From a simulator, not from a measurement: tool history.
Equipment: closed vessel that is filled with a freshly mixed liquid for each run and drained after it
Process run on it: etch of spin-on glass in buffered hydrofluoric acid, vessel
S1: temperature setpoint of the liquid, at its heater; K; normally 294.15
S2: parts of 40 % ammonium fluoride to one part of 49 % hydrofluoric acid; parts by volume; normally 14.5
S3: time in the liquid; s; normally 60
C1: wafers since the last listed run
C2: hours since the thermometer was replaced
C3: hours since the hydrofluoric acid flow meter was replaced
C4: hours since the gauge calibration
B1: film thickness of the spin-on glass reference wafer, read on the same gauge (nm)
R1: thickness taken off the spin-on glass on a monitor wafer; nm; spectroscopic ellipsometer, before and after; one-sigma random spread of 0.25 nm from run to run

run	hour	S1	S2	S3	C1	C2	C3	C4	B1	R1
1	0	294.15	14.5	60	0	1414.2	635.1	697.3	130.03	82.46
2	63.7	294.15	14.5	60	6572	1477.9	698.8	761	129.97	82.64
3	135.4	294.15	14.5	60	7398	1549.6	770.5	832.7	130.02	82.92
4	245.1	294.15	14.5	60	11319	1659.3	880.2	942.4	130.02	83.2
5	287.9	294.15	14.5	60	4416	1702.1	923	985.2	129.99	83.32
6	317.2	294.15	14.5	60	3023	1731.4	952.3	1014.5	129.98	82.78
7	344	296.65	10.5	60	2765	1758.2	979.1	1041.3	130	131.28
8	401.2	296.65	10.5	60	5902	1815.4	1036.3	1098.5	130.01	131.08
# hour 463.8: thermometer replaced
9	464.3	296.65	10.5	60	6407	0.5	1099.4	1161.6	129.95	124.99
10	509	290.15	10	70	4612	45.2	1144.1	1206.3	129.98	107.39
11	536.9	297.65	18	60	2878	73.1	1172	1234.2	130	78.27
12	598.6	294.15	14.5	60	6366	134.8	1233.7	1295.9	130	79.74
13	653.6	294.15	16.5	30	5675	189.8	1288.7	1350.9	129.96	35.2
14	713.6	294.15	14.5	60	6191	249.8	1348.7	1410.9	130.02	80.34
15	758.8	294.15	17.5	60	4663	295	1393.9	1456.1	129.99	66.7
16	804.2	294.15	14.5	80	4684	340.4	1439.3	1501.5	130.01	107.34
# hour 856: gauge calibrated
17	868.7	298.65	9.5	60	6655	404.9	1503.8	12.7	129.97	153.21
18	928.5	296.15	13	80	6170	464.7	1563.6	72.5	130.02	133.27
19	969.2	298.65	14.5	30	4199	505.4	1604.3	113.2	129.98	51.52
20	1021.1	294.15	14.5	60	5355	557.3	1656.2	165.1	130	80.66
21	1080.8	294.15	14.5	90	6160	617	1715.9	224.8	130.02	120.86
22	1134.7	294.15	14.5	60	5561	670.9	1769.8	278.7	129.99	80.69
23	1205.8	294.15	14.5	60	7336	742	1840.9	349.8	130.02	81
24	1230.1	294.15	14.5	60	2507	766.3	1865.2	374.1	130.01	80.65
# hour 1248.8: hydrofluoric acid flow meter replaced
25	1257.8	294.15	14.5	60	2755	794	9	401.8	130	81.25
26	1298.9	292.15	9.5	60	4240	835.1	50.1	442.9	130.02	107.62
27	1338.3	292.65	9	45	4065	874.5	89.5	482.3	129.98	85.97

What does the tool deliver on the next run?
28	1407.1	294.15	19.5	35	7099	943.3	158.3	551.1	?	?

Run 28 came out at B1 129.98, R1 35.58 nm.
Without the tool's hidden state the same run would have given R1 34.77 nm.
